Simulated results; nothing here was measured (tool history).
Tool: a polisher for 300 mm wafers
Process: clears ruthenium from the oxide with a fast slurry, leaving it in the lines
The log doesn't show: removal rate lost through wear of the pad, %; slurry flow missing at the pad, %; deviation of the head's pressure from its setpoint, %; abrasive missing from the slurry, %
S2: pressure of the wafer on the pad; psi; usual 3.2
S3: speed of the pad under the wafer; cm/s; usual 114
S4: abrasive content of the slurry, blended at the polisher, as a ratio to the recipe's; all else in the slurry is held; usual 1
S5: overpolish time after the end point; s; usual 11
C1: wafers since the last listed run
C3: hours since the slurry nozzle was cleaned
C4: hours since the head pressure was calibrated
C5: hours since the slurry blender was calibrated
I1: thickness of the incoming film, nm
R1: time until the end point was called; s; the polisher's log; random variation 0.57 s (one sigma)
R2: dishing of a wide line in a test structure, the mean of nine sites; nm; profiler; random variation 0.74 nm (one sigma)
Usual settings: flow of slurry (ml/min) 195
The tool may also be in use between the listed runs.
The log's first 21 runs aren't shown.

-- hour=264.5 slurry nozzle cleaned
run 22 hour=267.4 | flow_of_slurry_(ml/min)=195 S2=4.1 S3=114 S4=1 S5=11 | C1=40 wafers_polished_on_this_pad=573 C3=2.9 C4=95.3 C5=15.1 | I1=246.2 | R1=33 R2=54.4
run 23 hour=282.6 | flow_of_slurry_(ml/min)=195 S2=3.2 S3=144 S4=1 S5=18 | C1=80 wafers_polished_on_this_pad=653 C3=18.1 C4=110.5 C5=30.3 | I1=249 | R1=34.6 R2=72.7
run 24 hour=296.6 | flow_of_slurry_(ml/min)=175 S2=3.2 S3=138 S4=1 S5=17 | C1=74 wafers_polished_on_this_pad=727 C3=32.1 C4=124.5 C5=44.3 | I1=248.2 | R1=38.5 R2=67.5
run 25 hour=306.1 | flow_of_slurry_(ml/min)=195 S2=3.7 S3=114 S4=1 S5=11 | C1=50 wafers_polished_on_this_pad=778 C3=41.6 C4=134 C5=53.8 | I1=251.8 | R1=38.6 R2=47.5
run 26 hour=314.8 | flow_of_slurry_(ml/min)=195 S2=3.2 S3=114 S4=1.1 S5=5 | C1=46 wafers_polished_on_this_pad=824 C3=50.3 C4=142.7 C5=62.5 | I1=246.2 | R1=42.9 R2=23.5
run 27 hour=321.7 | flow_of_slurry_(ml/min)=195 S2=3.2 S3=84 S4=1 S5=11 | C1=36 wafers_polished_on_this_pad=860 C3=57.2 C4=149.6 C5=69.4 | I1=249.9 | R1=63.5 R2=33.1
-- hour=327.8 worn pad replaced by a new one
run 28 hour=360.8 | flow_of_slurry_(ml/min)=195 S2=3.2 S3=114 S4=1 S5=11 | C1=185 wafers_polished_on_this_pad=174 C3=96.3 C4=188.7 C5=108.5 | I1=252.3 | R1=40.8 R2=47.2
run 29 hour=371.1 | flow_of_slurry_(ml/min)=195 S2=3.2 S3=114 S4=1 S5=17 | C1=54 wafers_polished_on_this_pad=229 C3=106.6 C4=199 C5=118.8 | I1=244.7 | R1=41.3 R2=63.6
run 30 hour=381 | flow_of_slurry_(ml/min)=195 S2=2.1 S3=114 S4=0.85 S5=11 | C1=52 wafers_polished_on_this_pad=281 C3=116.5 C4=208.9 C5=128.7 | I1=247.4 | R1=69.9 R2=30.9

Forecast each of these 3 alternatives for the next run:
run A hour=381.4 | flow_of_slurry_(ml/min)=195 S2=3.2 S3=114 S4=1 S5=11 | C1=2 wafers_polished_on_this_pad=283 C3=116.9 C4=209.3 C5=129.1 | I1=249.8 | R1=? R2=?
run B hour=381.4 | flow_of_slurry_(ml/min)=195 S2=2.8 S3=124 S4=1.2 S5=11 | C1=2 wafers_polished_on_this_pad=283 C3=116.9 C4=209.3 C5=129.1 | I1=249.8 | R1=? R2=?
run C hour=381.4 | flow_of_slurry_(ml/min)=225 S2=2.8 S3=128 S4=1.25 S5=11 | C1=2 wafers_polished_on_this_pad=283 C3=116.9 C4=209.3 C5=129.1 | I1=249.8 | R1=? R2=?

run=A R1=42.2 R2=46.7
run=B R1=40.2 R2=48.4
run=C R1=37.4 R2=51
Without the tool's hidden state the same runs would have given:
run=A R1=41 R2=47.7
run=B R1=39 R2=49.4
run=C R1=36.4 R2=52

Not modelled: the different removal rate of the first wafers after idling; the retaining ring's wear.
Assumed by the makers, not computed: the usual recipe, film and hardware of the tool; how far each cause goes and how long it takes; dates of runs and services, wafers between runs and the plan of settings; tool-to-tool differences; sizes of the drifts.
